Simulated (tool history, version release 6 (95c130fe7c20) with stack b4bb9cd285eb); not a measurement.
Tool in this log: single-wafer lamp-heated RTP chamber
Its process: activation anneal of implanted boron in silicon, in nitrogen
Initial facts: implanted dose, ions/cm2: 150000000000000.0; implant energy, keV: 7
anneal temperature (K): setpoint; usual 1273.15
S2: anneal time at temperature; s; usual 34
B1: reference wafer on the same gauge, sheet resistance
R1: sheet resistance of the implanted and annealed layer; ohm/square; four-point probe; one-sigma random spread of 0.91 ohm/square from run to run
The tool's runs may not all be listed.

{"run": 1, "hour": 0.0, "anneal temperature (K)": 1273.15, "S2": 34, "B1": 620.99, "R1": 608.19}
{"run": 2, "hour": 12.6, "anneal temperature (K)": 1273.15, "S2": 34, "B1": 620.83, "R1": 608.17}
{"run": 3, "hour": 26.9, "anneal temperature (K)": 1273.15, "S2": 34, "B1": 620.89, "R1": 607.07}
{"run": 4, "hour": 52.9, "anneal temperature (K)": 1273.15, "S2": 42, "B1": 620.93, "R1": 607.62}
{"run": 5, "hour": 86.2, "anneal temperature (K)": 1273.15, "S2": 42, "B1": 621.05, "R1": 606.58}
{"run": 6, "hour": 120.1, "anneal temperature (K)": 1273.15, "S2": 34, "B1": 620.95, "R1": 608.48}
{"run": 7, "hour": 152.4, "anneal temperature (K)": 1273.15, "S2": 34, "B1": 621.08, "R1": 607.9}
{"run": 8, "hour": 166.5, "anneal temperature (K)": 1273.15, "S2": 34, "B1": 621.01, "R1": 606.74}
{"run": 9, "hour": 185.5, "anneal temperature (K)": 1273.15, "S2": 34, "B1": 621.08, "R1": 607.77}
{"run": 10, "hour": 204.6, "anneal temperature (K)": 1273.15, "S2": 34, "B1": 621.11, "R1": 607.11}
{"run": 11, "hour": 236.8, "anneal temperature (K)": 1254.15, "S2": 34, "B1": 620.85, "R1": 613.27}
{"run": 12, "hour": 255.7, "anneal temperature (K)": 1254.15, "S2": 34, "B1": 621.18, "R1": 612.65}
{"run": 13, "hour": 284.4, "anneal temperature (K)": 1273.15, "S2": 34, "B1": 620.84, "R1": 608.1}
{"run": 14, "hour": 364.9, "anneal temperature (K)": 1273.15, "S2": 34, "B1": 621.02, "R1": 607.56}
{"run": 15, "hour": 385.9, "anneal temperature (K)": 1284.15, "S2": 34, "B1": 620.97, "R1": 606.48}
{"run": 16, "hour": 413.2, "anneal temperature (K)": 1252.15, "S2": 48, "B1": 621.15, "R1": 612.42}
{"run": 17, "hour": 426.3, "anneal temperature (K)": 1243.15, "S2": 47, "B1": 621.02, "R1": 616.24}
{"run": 18, "hour": 451.5, "anneal temperature (K)": 1287.15, "S2": 34, "B1": 620.87, "R1": 603.79}
{"run": 19, "hour": 485.6, "anneal temperature (K)": 1300.15, "S2": 34, "B1": 621.2, "R1": 602.76}
{"run": 20, "hour": 514.0, "anneal temperature (K)": 1299.15, "S2": 34, "B1": 621.05, "R1": 603.02}
{"run": 21, "hour": 532.5, "anneal temperature (K)": 1264.15, "S2": 34, "B1": 620.72, "R1": 609.14}
{"run": 22, "hour": 558.0, "anneal temperature (K)": 1264.15, "S2": 20, "B1": 621.12, "R1": 612.48}
{"run": 23, "hour": 657.0, "anneal temperature (K)": 1273.15, "S2": 34, "B1": 621.04, "R1": 608.28}
{"run": 24, "hour": 674.7, "anneal temperature (K)": 1244.15, "S2": 51, "B1": 620.85, "R1": 613.2}
{"run": 25, "hour": 710.7, "anneal temperature (K)": 1297.15, "S2": 47, "B1": 621.04, "R1": 601.86}
{"run": 26, "hour": 734.9, "anneal temperature (K)": 1244.15, "S2": 19, "B1": 621, "R1": 622.35}

Withheld: 3 entries from between the runs. Position of each, and hidden state at the listed run before versus the listed run after:
Logged between run 11 and run 12: reflector plate cleaned (hour 251.7)
  no hidden state differs between the two runs
Logged between run 14 and run 15: gauge calibrated (hour 365.9)
  no hidden state differs between the two runs
Logged between run 15 and run 16: pyrometer window cleaned and pyrometer calibrated (hour 412.7)
  no hidden state differs between the two runs

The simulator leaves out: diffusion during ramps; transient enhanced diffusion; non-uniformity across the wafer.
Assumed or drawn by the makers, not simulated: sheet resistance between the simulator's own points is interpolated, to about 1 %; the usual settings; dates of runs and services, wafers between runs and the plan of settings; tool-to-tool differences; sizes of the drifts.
